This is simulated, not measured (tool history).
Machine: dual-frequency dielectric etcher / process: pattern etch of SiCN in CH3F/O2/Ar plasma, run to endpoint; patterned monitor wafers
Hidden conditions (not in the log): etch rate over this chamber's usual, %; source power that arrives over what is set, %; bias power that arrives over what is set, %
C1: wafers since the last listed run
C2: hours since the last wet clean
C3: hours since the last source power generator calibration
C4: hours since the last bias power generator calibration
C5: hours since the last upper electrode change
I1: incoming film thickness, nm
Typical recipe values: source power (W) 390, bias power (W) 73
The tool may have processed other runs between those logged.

Run 1, hour 0.0: usual settings but source power (W) 470; C1 0; C2 394.2; C3 3961.9; C4 1824.9; C5 2384.6; I1 6.11. Result: endpoint time (s) 14.3.
Run 2, hour 6.0: usual settings but source power (W) 470; C1 84; C2 400.2; C3 3967.9; C4 1830.9; C5 2390.6; I1 6.12. Result: endpoint time (s) 14.3.
Run 3, hour 16.8: usual settings; C1 151; C2 411.0; C3 3978.7; C4 1841.7; C5 2401.4; I1 6.14. Result: endpoint time (s) 15.7.
Run 4, hour 25.2: usual settings; C1 117; C2 419.4; C3 3987.1; C4 1850.1; C5 2409.8; I1 6.06. Result: endpoint time (s) 15.6.
Run 5, hour 33.7: usual settings; C1 119; C2 427.9; C3 3995.6; C4 1858.6; C5 2418.3; I1 6.13. Result: endpoint time (s) 15.7.
Run 6, hour 41.1: usual settings but bias power (W) 65; C1 103; C2 435.3; C3 4003.0; C4 1866.0; C5 2425.7; I1 6.08. Result: endpoint time (s) 16.0.
Run 7, hour 58.4: usual settings; C1 242; C2 452.6; C3 4020.3; C4 1883.3; C5 2443.0; I1 6.13. Result: endpoint time (s) 15.7.
Run 8, hour 68.7: usual settings; C1 144; C2 462.9; C3 4030.6; C4 1893.6; C5 2453.3; I1 6.12. Result: endpoint time (s) 15.6.
Run 9, hour 86.4: usual settings; C1 247; C2 480.6; C3 4048.3; C4 1911.3; C5 2471.0; I1 6.17. Result: endpoint time (s) 15.8.
Run 10, hour 99.0: usual settings; C1 176; C2 493.2; C3 4060.9; C4 1923.9; C5 2483.6; I1 6.10. Result: endpoint time (s) 15.5.
Run 11, hour 108.2: usual settings but bias power (W) 85; C1 128; C2 502.4; C3 4070.1; C4 1933.1; C5 2492.8; I1 6.11. Result: endpoint time (s) 14.9.
Run 12, hour 114.6: usual settings but source power (W) 320; C1 89; C2 508.8; C3 4076.5; C4 1939.5; C5 2499.2; I1 6.08. Result: endpoint time (s) 17.0.
Run 13, hour 132.2: usual settings but source power (W) 320; C1 246; C2 526.4; C3 4094.1; C4 1957.1; C5 2516.8; I1 6.13. Result: endpoint time (s) 17.1.
Run 14, hour 149.3: usual settings but source power (W) 320; C1 239; C2 543.5; C3 4111.2; C4 1974.2; C5 2533.9; I1 6.09. Result: endpoint time (s) 16.9.
At hour 174.6: upper electrode replaced.
Run 15, hour 175.1: usual settings but bias power (W) 81; C1 25; C2 569.3; C3 4137.0; C4 2000.0; C5 0.5; I1 6.08. Result: endpoint time (s) 15.0.
Run 16, hour 175.4: usual settings but bias power (W) 81; C1 4; C2 569.6; C3 4137.3; C4 2000.3; C5 0.8; I1 6.15. Result: endpoint time (s) 15.0.
At hour 201.9: wet clean of the chamber.
Run 17, hour 202.4: usual settings but source power (W) 450; C1 42; C2 0.5; C3 4164.3; C4 2027.3; C5 27.8; I1 6.06. Result: endpoint time (s) 15.2.
Run 18, hour 202.7: usual settings; C1 4; C2 0.8; C3 4164.6; C4 2027.6; C5 28.1; I1 6.13. Result: endpoint time (s) 16.4.
Run 19, hour 204.7: usual settings but source power (W) 290, bias power (W) 56; C1 28; C2 2.8; C3 4166.6; C4 2029.6; C5 30.1; I1 6.12. Result: endpoint time (s) 20.2.
Run 20, hour 220.4: usual settings; C1 219; C2 18.5; C3 4182.3; C4 2045.3; C5 45.8; I1 6.12. Result: endpoint time (s) 16.4.
Run 21, hour 234.1: usual settings; C1 191; C2 32.2; C3 4196.0; C4 2059.0; C5 59.5; I1 6.12. Result: endpoint time (s) 16.3.
At hour 238.8: bias power generator calibrated.
Run 22, hour 243.0: usual settings but source power (W) 300, bias power (W) 58; C1 68; C2 41.1; C3 4204.9; C4 4.2; C5 68.4; I1 6.07. Result: endpoint time (s) 19.4.
Run 23, hour 257.6: usual settings but bias power (W) 90; C1 204; C2 55.7; C3 4219.5; C4 18.8; C5 83.0; I1 6.15. Result: endpoint time (s) 15.5.
Run 24, hour 271.5: usual settings but source power (W) 350, bias power (W) 81; C1 194; C2 69.6; C3 4233.4; C4 32.7; C5 96.9; I1 6.12. Result: endpoint time (s) 16.6.
Run 25, hour 289.1: usual settings but bias power (W) 59; C1 246; C2 87.2; C3 4251.0; C4 50.3; C5 114.5; I1 6.20. Result: endpoint time (s) 17.3.
At hour 301.4: source power generator calibrated.
Run 26, hour 303.7: usual settings but source power (W) 340, bias power (W) 65; C1 148; C2 101.8; C3 2.3; C4 64.9; C5 129.1; I1 6.13. Result: endpoint time (s) 17.8.
Run 27, hour 319.5: usual settings but source power (W) 420, bias power (W) 88; C1 221; C2 117.6; C3 18.1; C4 80.7; C5 144.9; I1 6.15. Result: endpoint time (s) 15.0.
Run 28, hour 326.8: usual settings but source power (W) 350, bias power (W) 65; C1 102; C2 124.9; C3 25.4; C4 88.0; C5 152.2; I1 6.19. Result: endpoint time (s) 17.7.
Run 29, hour 343.8: usual settings but source power (W) 310, bias power (W) 83; C1 238; C2 141.9; C3 42.4; C4 105.0; C5 169.2; I1 6.13. Result: endpoint time (s) 17.5.
Run 30, hour 353.7: usual settings; C1 138; C2 151.8; C3 52.3; C4 114.9; C5 179.1; I1 6.02. Result: endpoint time (s) 15.9.
Run 31, hour 363.2: usual settings; C1 133; C2 161.3; C3 61.8; C4 124.4; C5 188.6; I1 6.12. Result: endpoint time (s) 16.2.
Run 32, hour 370.9: usual settings; C1 107; C2 169.0; C3 69.5; C4 132.1; C5 196.3; I1 6.02. Result: endpoint time (s) 15.9.
Run 33, hour 385.9: usual settings but bias power (W) 64; C1 210; C2 184.0; C3 84.5; C4 147.1; C5 211.3; I1 6.17. Result: endpoint time (s) 16.8.
Run 34, hour 400.7: usual settings but source power (W) 460, bias power (W) 83; C1 207; C2 198.8; C3 99.3; C4 161.9; C5 226.1; I1 6.08. Result: endpoint time (s) 14.3.

3 options for the next run, each taken on its own from the tool as it stands now. Forecast them:
Run A, hour 401.1: usual settings but source power (W) 330; C1 5; C2 199.2; C3 99.7; C4 162.3; C5 226.5; I1 6.10. Result: endpoint time (s) ?.
Run B, hour 401.1: usual settings but source power (W) 360, bias power (W) 82; C1 5; C2 199.2; C3 99.7; C4 162.3; C5 226.5; I1 6.10. Result: endpoint time (s) ?.
Run C, hour 401.1: usual settings but source power (W) 300, bias power (W) 68; C1 5; C2 199.2; C3 99.7; C4 162.3; C5 226.5; I1 6.10. Result: endpoint time (s) ?.

run  endpoint time (s)
  A               17.4
  B               16.2
  C               18.6
Stripped of hidden state, with their random variation kept, the same runs would have yielded:
run  endpoint time (s)
  A               17.7
  B               16.4
  C               18.9

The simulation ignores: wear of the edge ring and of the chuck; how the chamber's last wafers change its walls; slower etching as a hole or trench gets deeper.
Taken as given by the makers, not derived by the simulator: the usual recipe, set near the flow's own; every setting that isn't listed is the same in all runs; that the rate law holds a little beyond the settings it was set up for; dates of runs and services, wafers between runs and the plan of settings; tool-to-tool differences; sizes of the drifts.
